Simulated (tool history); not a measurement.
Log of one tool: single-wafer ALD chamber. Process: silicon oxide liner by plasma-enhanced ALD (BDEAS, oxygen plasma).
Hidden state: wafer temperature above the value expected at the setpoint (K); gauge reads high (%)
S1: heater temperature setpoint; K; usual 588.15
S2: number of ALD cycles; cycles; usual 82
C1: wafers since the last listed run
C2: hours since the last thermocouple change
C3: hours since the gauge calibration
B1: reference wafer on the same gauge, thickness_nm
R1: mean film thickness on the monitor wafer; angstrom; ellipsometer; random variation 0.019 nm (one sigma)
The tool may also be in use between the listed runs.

run    hour      S1  S2   C1      C2      C3     B1     R1
  1       0  588.15  82    0   320.5   507.4  6.629  77.25
  2    62.6  588.15  82  169   383.1     570  6.631  77.79
  3   127.2  588.15  82  174   447.7   634.6  6.627  77.72
  4   157.6  588.15  82   82   478.1     665  6.632  77.54
  5   283.4  593.15  76  340   603.9   790.8  6.629   71.7
  6   338.3  596.15  82  148   658.8   845.7  6.634   76.8
  7   389.4  596.15  82  138   709.9   896.8  6.625  76.68
  8   446.3  596.15  82  153   766.8   953.7  6.621  76.95
  9   495.7  581.15  70  133   816.2  1003.1  6.632  66.86
 10   538.8  581.15  70  116   859.3  1046.2  6.636  66.87
 11   610.7  598.15  73  194   931.2  1118.1  6.628   68.1
 12   650.1  588.15  95  106   970.6  1157.5  6.634  89.88
 13   718.1  588.15  82  183  1038.6  1225.5  6.631  77.61
 14   771.7  588.15  82  144  1092.2  1279.1  6.631  77.21
 15   817.3  588.15  82  123  1137.8  1324.7  6.622  77.41
      854.7  -- thermocouple changed; heater temperature recalibrated
 16   858.1  588.15  82   88     3.4  1365.5  6.625  77.95
 17     890  576.15  73   86    35.3  1397.4  6.626  70.16
 18   933.4  576.15  82  117    78.7  1440.8  6.635   79.1
 19   983.7  588.15  82  135     129  1491.1  6.635  77.44
 20  1055.1  588.15  82  193   200.4  1562.5   6.63  77.85
 21  1106.6  588.15  82  139   251.9    1614  6.634  77.46
 22  1174.6  588.15  70  183   319.9    1682  6.635  66.02

The next listed run, before its measurement:
 23  1244  588.15  89  187  389.3  1751.4   ?   ?

B1: 6.629
R1: 84.07 angstrom
Without the tool's hidden state the same run would have given R1 84.07 angstrom.

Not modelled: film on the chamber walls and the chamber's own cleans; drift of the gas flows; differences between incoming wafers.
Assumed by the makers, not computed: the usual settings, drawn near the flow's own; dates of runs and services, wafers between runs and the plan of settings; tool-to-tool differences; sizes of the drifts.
